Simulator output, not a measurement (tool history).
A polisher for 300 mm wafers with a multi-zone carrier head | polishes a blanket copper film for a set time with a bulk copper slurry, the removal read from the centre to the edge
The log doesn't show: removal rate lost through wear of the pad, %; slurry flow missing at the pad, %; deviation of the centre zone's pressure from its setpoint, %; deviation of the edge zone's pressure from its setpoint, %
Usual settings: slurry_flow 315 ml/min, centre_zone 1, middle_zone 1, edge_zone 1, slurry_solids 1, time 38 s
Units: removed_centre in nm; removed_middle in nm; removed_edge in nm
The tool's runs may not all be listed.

run,hour,slurry_flow,centre_zone,middle_zone,edge_zone,slurry_solids,time,wafers since the last listed run,wafers polished on this pad,hours since the slurry nozzle was cleaned,hours since the centre zone pressure was calibrated,hours since the edge zone pressure was calibrated,hours since the carrier head's membrane was replaced,"incoming thickness of the incoming film, nm",removed_centre,removed_middle,removed_edge
1,0,315,0.94,1,1,1,38,0,2137,497.6,178.1,466.3,1181.4,2968.6,216.2,222.5,213.6
# hour 22.8: worn pad replaced by a new one
# hour 54.7: slurry nozzle cleaned
2,61.6,315,0.94,1,1,1,38,770,513,6.9,239.7,527.9,1243,3025.1,225.2,235.2,228.2
3,132,315,0.94,1,1,1,38,957,1471,77.3,310.1,598.3,1313.4,2933.8,220.4,223.2,217.5
4,189.3,315,1,1,0.94,1,38,779,2251,134.6,367.4,655.6,1370.7,2974.7,224.9,218.7,212.3
# hour 215.5: worn pad replaced by a new one
5,257.9,315,1,1,1,1,38,878,577,203.2,436,724.2,1439.3,2990.5,239.8,232.1,230
6,283.2,315,1,1,1,1,38,344,921,228.5,461.3,749.5,1464.6,2954.5,236.8,230.1,226.3
7,319.8,315,1,1,1,1,38,497,1419,265.1,497.9,786.1,1501.2,2966.3,231.5,227.8,218.2
# hour 354.6: carrier head's membrane replaced by a new one
8,361.9,380,1,1,1,1,38,504,1924,307.2,540,828.2,7.3,2966.6,235.6,225.7,220.7
# hour 414.9: worn pad replaced by a new one
9,420.8,315,1,1,1,1,38,746,80,366.1,598.9,887.1,66.2,2995.9,249.6,240.7,237.8
# hour 470: slurry nozzle cleaned
10,491,315,1,1,1,1,38,941,1021,21,669.1,957.3,136.4,2953.7,233.1,223.7,225.1
# hour 510: centre zone pressure recalibrated
11,545.4,315,1,1,1,1,38,712,1734,75.4,35.4,1011.7,190.8,3023.3,230.9,221.6,216.4
12,574.7,355,1,1.03,0.91,1,31,398,2133,104.7,64.7,1041,220.1,2944.3,189.6,188.4,168.3
# hour 629.4: worn pad replaced by a new one
13,637.3,315,1,1.08,1,1,38,797,107,167.3,127.3,1103.6,282.7,3011.6,248.1,260.4,235.9
14,677.1,315,1,1,1,1,27,541,649,207.1,167.1,1143.4,322.5,2970.4,167.1,161.8,160.5
# hour 687.9: edge zone pressure recalibrated
15,705.4,315,1.09,1,1,1,44,357,1006,235.4,195.4,17.5,350.8,2996.8,294.8,261.6,259.5
16,758.8,315,1,1,1,1,38,726,1733,288.8,248.8,70.9,404.2,2989.5,228.9,226.5,216.3
17,791.1,410,1,1.07,0.89,0.85,38,439,2172,321.1,281.1,103.2,436.5,3009.7,228.5,231.8,201.8
# hour 837.3: worn pad replaced by a new one
18,846.4,315,1.1,1.09,1.06,0.9,38,697,124,376.4,336.4,158.5,491.8,2988.7,267.2,254.5,241.4
19,900.9,255,1.09,1,1,0.75,38,741,865,430.9,390.9,213,546.3,2964.5,239,208.1,207.9

The next listed run, before its measurement:
20,940.5,345,1,1,1,1,38,538,1404,470.5,430.5,252.6,585.9,2977.8,?,?,?

removed_centre: 234.6 nm
removed_middle: 220.7 nm
removed_edge: 218 nm
Without the tool's hidden state the same run would have given removed_centre 258.4 nm, removed_middle 243.1 nm, removed_edge 240.1 nm.
